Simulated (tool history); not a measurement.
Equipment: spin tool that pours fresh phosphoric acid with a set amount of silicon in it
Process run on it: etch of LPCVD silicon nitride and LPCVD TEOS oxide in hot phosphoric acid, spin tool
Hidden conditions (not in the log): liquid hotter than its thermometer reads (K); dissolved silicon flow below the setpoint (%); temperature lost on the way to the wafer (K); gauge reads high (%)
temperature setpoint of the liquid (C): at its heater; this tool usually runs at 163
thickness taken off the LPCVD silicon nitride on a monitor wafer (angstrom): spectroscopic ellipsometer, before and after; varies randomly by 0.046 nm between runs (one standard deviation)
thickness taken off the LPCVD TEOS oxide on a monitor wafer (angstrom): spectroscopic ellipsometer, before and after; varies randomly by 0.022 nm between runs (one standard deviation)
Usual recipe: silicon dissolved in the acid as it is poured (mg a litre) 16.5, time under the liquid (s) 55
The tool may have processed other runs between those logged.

run	hour	temperature setpoint of the liquid (C)	silicon dissolved in the acid as it is poured (mg a litre)	time under the liquid (s)	wafers since the last listed run	hours since the thermometer was replaced	hours since the dissolved silicon flow meter was replaced	hours since the heated supply line was repaired	hours since the gauge calibration	read-back film thickness of the LPCVD silicon nitride reference wafer, read on the same gauge (nm)	read-back film thickness of the LPCVD TEOS oxide reference wafer, read on the same gauge (nm)	thickness taken off the LPCVD silicon nitride on a monitor wafer (angstrom)	thickness taken off the LPCVD TEOS oxide on a monitor wafer (angstrom)
1	0	163	16.5	35	0	1137.3	256.6	2995	48.8	100.02	40.001	36.6	1.5
2	69.4	163	16.5	55	1132	1206.7	326	3064.4	118.2	100	39.998	56.1	2.89
3	120	163	16.5	35	825	1257.3	376.6	3115	168.8	100.01	40.001	35.7	1.64
4	172.6	163	16.5	30	858	1309.9	429.2	3167.6	221.4	99.98	39.946	30.8	1.41
5	256	163	16.5	55	1361	1393.3	512.6	3251	304.8	99.95	39.972	56.2	2.73
# hour 315.4: thermometer replaced
6	344	165	5.5	70	1420	28.6	600.6	3339	392.8	100	40.008	76.5	5.38
# hour 405.3: dissolved silicon flow meter replaced
7	435.1	163	11	85	1470	119.7	29.8	3430.1	483.9	99.96	39.995	87.9	4.46
# hour 498.9: heated supply line repaired
8	500.5	163	16.5	55	1051	185.1	95.2	1.6	549.3	100.02	39.963	56.2	2.68
9	548.1	163	11	55	777	232.7	142.8	49.2	596.9	100	40.015	56.1	2.68
10	639	164.5	23	25	1483	323.6	233.7	140.1	687.8	99.96	40.031	26.9	0.99
11	693.7	163	16.5	55	892	378.3	288.4	194.8	742.5	100.01	39.996	55.3	2.22

The next listed run, before its measurement:
12	739.2	163	16.5	55	742	423.8	333.9	240.3	788	?	?	?	?

Logged for run 12: read-back film thickness of the LPCVD silicon nitride reference wafer, read on the same gauge (nm) 99.99, read-back film thickness of the LPCVD TEOS oxide reference wafer, read on the same gauge (nm) 40.02, thickness taken off the LPCVD silicon nitride on a monitor wafer (angstrom) 56.8, thickness taken off the LPCVD TEOS oxide on a monitor wafer (angstrom) 2.16.
On a tool with no hidden condition, and with the same random variation, this run would have come out at thickness taken off the LPCVD silicon nitride on a monitor wafer (angstrom) 56.8, thickness taken off the LPCVD TEOS oxide on a monitor wafer (angstrom) 2.16.

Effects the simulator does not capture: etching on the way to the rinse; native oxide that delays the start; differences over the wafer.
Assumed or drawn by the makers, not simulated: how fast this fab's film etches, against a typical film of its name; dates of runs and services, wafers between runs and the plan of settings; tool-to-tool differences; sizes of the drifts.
